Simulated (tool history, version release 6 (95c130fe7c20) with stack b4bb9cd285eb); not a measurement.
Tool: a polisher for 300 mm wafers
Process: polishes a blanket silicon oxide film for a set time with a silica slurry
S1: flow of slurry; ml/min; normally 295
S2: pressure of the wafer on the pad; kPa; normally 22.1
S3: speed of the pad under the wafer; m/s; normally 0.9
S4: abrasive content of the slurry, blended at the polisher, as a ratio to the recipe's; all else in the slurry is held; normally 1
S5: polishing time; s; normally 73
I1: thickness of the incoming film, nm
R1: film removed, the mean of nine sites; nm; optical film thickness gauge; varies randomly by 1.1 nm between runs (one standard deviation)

{"run": 1, "day": 0.0, "S1": 295, "S2": 22.1, "S3": 0.9, "S4": 1, "S5": 73, "I1": 723.1, "R1": 153.4}
{"day": 0.171, "done": "worn pad replaced by a new one"}
{"run": 2, "day": 2.038, "S1": 295, "S2": 22.1, "S3": 0.9, "S4": 1.15, "S5": 73, "I1": 727.8, "R1": 159.7}
{"run": 3, "day": 3.342, "S1": 295, "S2": 22.1, "S3": 0.9, "S4": 1.15, "S5": 73, "I1": 711.7, "R1": 156.7}
{"day": 3.783, "done": "conditioning disc replaced and pad reconditioned"}
{"day": 3.996, "done": "slurry nozzle cleaned"}
{"run": 4, "day": 5.883, "S1": 295, "S2": 22.1, "S3": 0.9, "S4": 1.15, "S5": 73, "I1": 716.3, "R1": 160.5}
{"run": 5, "day": 8.438, "S1": 340, "S2": 22.1, "S3": 0.9, "S4": 1, "S5": 73, "I1": 715.3, "R1": 145.9}
{"day": 8.971, "done": "slurry blender recalibrated"}
{"run": 6, "day": 9.942, "S1": 340, "S2": 22.1, "S3": 0.9, "S4": 1, "S5": 73, "I1": 720.4, "R1": 161.5}
{"day": 16.288, "done": "worn pad replaced by a new one"}
{"run": 7, "day": 18.425, "S1": 295, "S2": 22.1, "S3": 0.9, "S4": 1, "S5": 73, "I1": 729, "R1": 147.7}
{"day": 18.833, "done": "conditioning disc replaced and pad reconditioned"}
{"run": 8, "day": 20.612, "S1": 295, "S2": 22.1, "S3": 0.9, "S4": 1, "S5": 73, "I1": 720.6, "R1": 152.7}
{"run": 9, "day": 22.667, "S1": 295, "S2": 22.1, "S3": 0.9, "S4": 1, "S5": 73, "I1": 721.8, "R1": 148.2}
{"day": 23.196, "done": "slurry blender recalibrated"}
{"run": 10, "day": 24.058, "S1": 295, "S2": 22.1, "S3": 0.62, "S4": 1, "S5": 73, "I1": 714.9, "R1": 127.3}
{"run": 11, "day": 25.133, "S1": 295, "S2": 22.1, "S3": 0.9, "S4": 1, "S5": 73, "I1": 709.1, "R1": 158.6}
{"day": 26.829, "done": "slurry nozzle cleaned"}
{"run": 12, "day": 27.804, "S1": 295, "S2": 22.1, "S3": 0.9, "S4": 1.2, "S5": 73, "I1": 713.6, "R1": 170.9}
{"run": 13, "day": 30.579, "S1": 295, "S2": 22.1, "S3": 0.9, "S4": 1, "S5": 73, "I1": 715.8, "R1": 154.4}
{"day": 31.642, "done": "worn pad replaced by a new one"}
{"run": 14, "day": 31.662, "S1": 295, "S2": 19.3, "S3": 1.12, "S4": 1.1, "S5": 73, "I1": 717.1, "R1": 158.9}
{"day": 31.979, "done": "conditioning disc replaced and pad reconditioned"}
{"run": 15, "day": 33.646, "S1": 295, "S2": 24.8, "S3": 0.9, "S4": 1, "S5": 85, "I1": 724.7, "R1": 200.4}
{"run": 16, "day": 35.071, "S1": 295, "S2": 19.3, "S3": 0.66, "S4": 1.15, "S5": 73, "I1": 734.9, "R1": 118}
{"day": 35.9, "done": "head pressure recalibrated"}
{"day": 36.567, "done": "slurry blender recalibrated"}
{"run": 17, "day": 37.692, "S1": 295, "S2": 22.1, "S3": 0.9, "S4": 1, "S5": 73, "I1": 709.4, "R1": 160.6}
{"run": 18, "day": 38.996, "S1": 265, "S2": 22.1, "S3": 0.62, "S4": 1.3, "S5": 73, "I1": 718.6, "R1": 139.5}
{"run": 19, "day": 40.083, "S1": 295, "S2": 22.1, "S3": 0.9, "S4": 1, "S5": 61, "I1": 734.4, "R1": 131.8}
{"run": 20, "day": 41.788, "S1": 295, "S2": 22.1, "S3": 0.9, "S4": 1, "S5": 73, "I1": 715.6, "R1": 155.3}
{"run": 21, "day": 43.875, "S1": 295, "S2": 29, "S3": 0.9, "S4": 1, "S5": 55, "I1": 729.1, "R1": 147.3}
{"run": 22, "day": 46.062, "S1": 295, "S2": 26.9, "S3": 0.9, "S4": 1.1, "S5": 59, "I1": 724.8, "R1": 149.8}
{"day": 46.329, "done": "slurry nozzle cleaned"}
{"day": 46.692, "done": "conditioning disc replaced and pad reconditioned"}
{"day": 47.638, "done": "worn pad replaced by a new one"}
{"run": 23, "day": 48.192, "S1": 375, "S2": 14.5, "S3": 0.9, "S4": 1, "S5": 73, "I1": 726.7, "R1": 100.9}
{"day": 49.4, "done": "slurry blender recalibrated"}
{"run": 24, "day": 50.892, "S1": 295, "S2": 22.1, "S3": 1.18, "S4": 1, "S5": 73, "I1": 728.5, "R1": 190.2}
{"run": 25, "day": 52.454, "S1": 385, "S2": 16.5, "S3": 0.9, "S4": 0.75, "S5": 84, "I1": 720.4, "R1": 119}

Table of differences, measured result less the result of that run with no hidden state. Run-to-run variation is the same in both. Gauge scatter possibly is not:
Hidden conditions of the tool in this case: removal rate lost through wear of the pad, %; slurry flow missing at the pad, %; deviation of the head's pressure from its setpoint, %; abrasive missing from the slurry, %; time polished since the conditioner stopped cutting, s.
run=1 R1=-8.1
run=2 R1=-12.1
run=3 R1=-14.9
run=4 R1=-11.4
run=5 R1=-17.6
run=6 R1=-3
run=7 R1=-15.4
run=8 R1=-10.3
run=9 R1=-14.4
run=10 R1=-1.1
run=11 R1=-2.5
run=12 R1=-5.6
run=13 R1=-9.6
run=14 R1=-12.4
run=15 R1=-9.6
run=16 R1=-6.9
run=17 R1=-2.4
run=18 R1=-2.3
run=19 R1=-3.7
run=20 R1=-6.6
run=21 R1=-11.3
run=22 R1=-15.8
run=23 R1=-6.9
run=24 R1=-5.7
run=25 R1=-3.9

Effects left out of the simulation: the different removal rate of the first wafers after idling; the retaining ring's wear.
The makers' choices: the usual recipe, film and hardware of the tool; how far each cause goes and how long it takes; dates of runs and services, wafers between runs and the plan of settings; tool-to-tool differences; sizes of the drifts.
